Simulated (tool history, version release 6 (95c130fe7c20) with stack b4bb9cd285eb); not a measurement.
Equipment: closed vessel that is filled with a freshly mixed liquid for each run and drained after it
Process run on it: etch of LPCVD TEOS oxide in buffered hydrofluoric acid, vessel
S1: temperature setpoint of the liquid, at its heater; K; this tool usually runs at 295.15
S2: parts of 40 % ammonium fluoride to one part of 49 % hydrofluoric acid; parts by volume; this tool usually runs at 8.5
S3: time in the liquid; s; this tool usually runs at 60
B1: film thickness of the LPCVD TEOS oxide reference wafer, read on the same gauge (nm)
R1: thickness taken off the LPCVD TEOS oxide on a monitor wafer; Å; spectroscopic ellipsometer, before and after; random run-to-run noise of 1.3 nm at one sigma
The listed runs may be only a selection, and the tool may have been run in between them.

{"run": 1, "hour": 0.0, "S1": 295.15, "S2": 7, "S3": 60, "B1": 29.98, "R1": 3972.9}
{"hour": 13.5, "done": "hydrofluoric acid flow meter replaced"}
{"run": 2, "hour": 51.4, "S1": 295.15, "S2": 7, "S3": 60, "B1": 30, "R1": 3948.7}
{"run": 3, "hour": 181.4, "S1": 295.15, "S2": 8.5, "S3": 60, "B1": 30.02, "R1": 3190}
{"run": 4, "hour": 252.8, "S1": 295.15, "S2": 8.5, "S3": 35, "B1": 30.01, "R1": 1862.5}
{"run": 5, "hour": 307.9, "S1": 295.15, "S2": 8.5, "S3": 35, "B1": 29.98, "R1": 1868.7}
{"run": 6, "hour": 353.8, "S1": 295.15, "S2": 8.5, "S3": 35, "B1": 30, "R1": 1863.4}
{"run": 7, "hour": 410.7, "S1": 295.15, "S2": 6, "S3": 60, "B1": 30.01, "R1": 4485.6}
{"run": 8, "hour": 468.0, "S1": 295.15, "S2": 8.5, "S3": 60, "B1": 30.03, "R1": 3197.7}
{"run": 9, "hour": 537.3, "S1": 295.15, "S2": 11, "S3": 60, "B1": 29.99, "R1": 2556.6}
{"hour": 581.2, "done": "hydrofluoric acid flow meter replaced"}
{"hour": 656.2, "done": "gauge calibrated"}
{"hour": 678.2, "done": "thermometer replaced"}
{"run": 10, "hour": 742.0, "S1": 295.15, "S2": 11, "S3": 60, "B1": 30.01, "R1": 2473.8}
{"run": 11, "hour": 799.4, "S1": 295.15, "S2": 11, "S3": 60, "B1": 29.99, "R1": 2485.3}
{"run": 12, "hour": 968.3, "S1": 295.15, "S2": 8.5, "S3": 60, "B1": 29.99, "R1": 3079.5}
{"run": 13, "hour": 1037.8, "S1": 292.15, "S2": 8.5, "S3": 60, "B1": 29.98, "R1": 2599.4}
{"run": 14, "hour": 1077.8, "S1": 292.15, "S2": 8.5, "S3": 60, "B1": 30.01, "R1": 2605.7}
{"run": 15, "hour": 1119.1, "S1": 292.15, "S2": 8.5, "S3": 60, "B1": 29.98, "R1": 2599.1}
{"hour": 1141.4, "done": "thermometer replaced, repeated, since the last time left the tool worse"}
{"run": 16, "hour": 1185.6, "S1": 293.15, "S2": 8.5, "S3": 60, "B1": 29.99, "R1": 2954.2}
{"hour": 1236.7, "done": "hydrofluoric acid flow meter replaced"}
{"run": 17, "hour": 1248.4, "S1": 295.15, "S2": 8.5, "S3": 60, "B1": 30.01, "R1": 3303.6}
{"run": 18, "hour": 1339.0, "S1": 291.65, "S2": 8.5, "S3": 60, "B1": 30, "R1": 2701.5}
{"run": 19, "hour": 1372.0, "S1": 295.15, "S2": 8.5, "S3": 60, "B1": 30.03, "R1": 3320.1}
{"run": 20, "hour": 1417.9, "S1": 299.15, "S2": 11, "S3": 90, "B1": 30.01, "R1": 4921.1}
{"run": 21, "hour": 1477.0, "S1": 295.15, "S2": 8.5, "S3": 60, "B1": 29.98, "R1": 3266.6}
{"run": 22, "hour": 1525.1, "S1": 292.65, "S2": 12, "S3": 60, "B1": 29.98, "R1": 2118}
{"run": 23, "hour": 1549.3, "S1": 295.15, "S2": 8.5, "S3": 85, "B1": 30.01, "R1": 4635.1}
{"run": 24, "hour": 1594.0, "S1": 295.15, "S2": 8.5, "S3": 60, "B1": 29.99, "R1": 3305.3}
{"run": 25, "hour": 1654.5, "S1": 295.15, "S2": 8.5, "S3": 80, "B1": 30.02, "R1": 4408.9}
{"run": 26, "hour": 1685.3, "S1": 295.15, "S2": 8.5, "S3": 60, "B1": 30.02, "R1": 3284.1}
{"run": 27, "hour": 1728.2, "S1": 299.65, "S2": 8.5, "S3": 30, "B1": 29.99, "R1": 2098.1}
{"run": 28, "hour": 1771.0, "S1": 295.15, "S2": 10, "S3": 60, "B1": 29.99, "R1": 2892.9}
{"run": 29, "hour": 1823.2, "S1": 293.15, "S2": 8.5, "S3": 60, "B1": 29.99, "R1": 2921.8}
{"run": 30, "hour": 1857.4, "S1": 295.15, "S2": 7, "S3": 75, "B1": 30, "R1": 5012.5}

Alternative continuations, all from the tool just after run 30; predict every row:
{"run": "A", "hour": 1858.1, "S1": 299.65, "S2": 8.5, "S3": 60, "B1": "?", "R1": "?"}
{"run": "B", "hour": 1858.1, "S1": 298.15, "S2": 5.5, "S3": 95, "B1": "?", "R1": "?"}
{"run": "C", "hour": 1858.1, "S1": 291.65, "S2": 11.5, "S3": 60, "B1": "?", "R1": "?"}
{"run": "D", "hour": 1858.1, "S1": 298.65, "S2": 11.5, "S3": 85, "B1": "?", "R1": "?"}

run=A B1=30.02 R1=4159.4
run=B B1=30.02 R1=9217.3
run=C B1=30.02 R1=2053.1
run=D B1=30.02 R1=4286.2
Take away the tool's hidden state, keep each run's random variation, and the runs would have read:
run=A R1=4229.2
run=B R1=9373.1
run=C R1=2089.4
run=D R1=4358.6
